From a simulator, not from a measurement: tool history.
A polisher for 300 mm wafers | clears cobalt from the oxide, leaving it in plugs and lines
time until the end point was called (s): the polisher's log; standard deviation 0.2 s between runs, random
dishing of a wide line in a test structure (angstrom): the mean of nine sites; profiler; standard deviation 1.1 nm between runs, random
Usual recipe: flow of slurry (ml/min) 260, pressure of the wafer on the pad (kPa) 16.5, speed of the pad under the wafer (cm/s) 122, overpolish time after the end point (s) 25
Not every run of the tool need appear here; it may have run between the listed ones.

run	hour	flow of slurry (ml/min)	pressure of the wafer on the pad (kPa)	speed of the pad under the wafer (cm/s)	overpolish time after the end point (s)	incoming thickness of the incoming film, nm	time until the end point was called (s)	dishing of a wide line in a test structure (angstrom)
1	0.0	260	16.5	122	25	157.2	23.7	457
2	13.2	260	16.5	122	25	160.5	23.9	447
3	25.7	260	16.5	122	25	159.0	23.7	441
# hour 36.3: worn pad replaced by a new one
4	38.2	260	16.5	122	25	161.7	24.3	452
5	53.9	260	14.5	122	25	158.8	27.1	434
6	66.1	260	14.5	122	25	157.9	26.8	420
7	72.5	260	16.5	122	25	157.4	23.3	447
8	84.9	260	16.5	122	25	158.4	23.5	442
9	97.1	260	16.5	122	25	162.5	24.4	431
10	107.1	260	13.1	122	25	159.5	30.2	438
11	117.1	260	13.1	122	25	162.4	30.4	413
12	129.7	260	13.1	122	25	159.3	29.6	428
# hour 134.5: worn pad replaced by a new one
13	138.4	260	16.5	122	31	160.7	23.9	455
14	150.8	260	16.5	122	31	157.8	23.3	464
15	166.6	260	16.5	122	31	161.8	24.0	458
16	175.8	260	16.5	122	20	159.8	23.7	428
17	186.9	260	16.5	122	31	159.1	23.6	441
18	204.1	260	16.5	122	25	160.9	23.7	457

Run 19, settings as shown, results not yet in. Your forecast:
# hour 218.0: worn pad replaced by a new one
19	221.9	350	19.3	122	25	158.1	?	?

time until the end point was called (s): 19.8
dishing of a wide line in a test structure (angstrom): 445
Were there no unlogged condition in the tool, this run, its random variation unchanged, would have produced time until the end point was called (s) 19.8, dishing of a wide line in a test structure (angstrom) 445.
